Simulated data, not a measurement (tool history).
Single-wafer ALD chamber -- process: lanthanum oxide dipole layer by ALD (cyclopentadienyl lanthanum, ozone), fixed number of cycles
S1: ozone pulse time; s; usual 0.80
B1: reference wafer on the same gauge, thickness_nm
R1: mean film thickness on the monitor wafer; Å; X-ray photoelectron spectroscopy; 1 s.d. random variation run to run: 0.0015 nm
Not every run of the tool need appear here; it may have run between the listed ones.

run,hour,S1,B1,R1
1,0.0,0.57,0.549,3.15
2,30.8,0.91,0.549,4.91
3,45.8,0.91,0.548,4.88
4,70.8,0.91,0.549,4.82
# hour 82.5: gauge calibrated
5,105.7,0.80,0.549,4.48
6,128.4,0.80,0.549,4.45
7,148.8,0.80,0.549,4.44
8,179.6,0.80,0.549,4.46
9,191.8,0.80,0.548,4.45
10,212.9,0.80,0.549,4.44
11,226.2,0.80,0.548,4.45
12,251.9,0.80,0.549,4.43
13,277.9,0.80,0.549,4.44
# hour 314.1: thermocouple changed; heater temperature recalibrated
14,314.6,0.80,0.549,4.42
15,333.9,0.80,0.549,4.39
16,356.9,0.51,0.549,2.53
17,382.5,0.56,0.549,2.95
18,401.6,1.01,0.548,5.07
19,432.4,0.63,0.549,3.47
20,466.0,0.80,0.549,4.40
# hour 486.7: showerhead replaced
21,501.1,0.80,0.549,4.37
# hour 525.4: ozone generator serviced
# hour 526.7: gauge calibrated
22,534.5,0.50,0.549,2.67
23,566.9,0.90,0.549,4.98
24,585.2,0.80,0.549,4.62
25,602.3,0.66,0.549,3.94
26,622.8,0.68,0.549,4.04
27,656.9,0.94,0.550,5.07
28,748.2,0.80,0.549,4.58
29,776.2,1.07,0.549,5.29

Here are 4 independent what-if runs from the current tool condition. What would each one return?
A,776.6,0.80,?,?
B,776.6,1.11,?,?
C,776.6,0.52,?,?
D,776.6,1.08,?,?

run,B1,R1
A,0.549,4.58
B,0.549,5.37
C,0.549,2.80
D,0.549,5.32
Stripped of hidden state, with their random variation kept, the same runs would have yielded:
run,R1
A,4.67
B,5.42
C,2.89
D,5.38
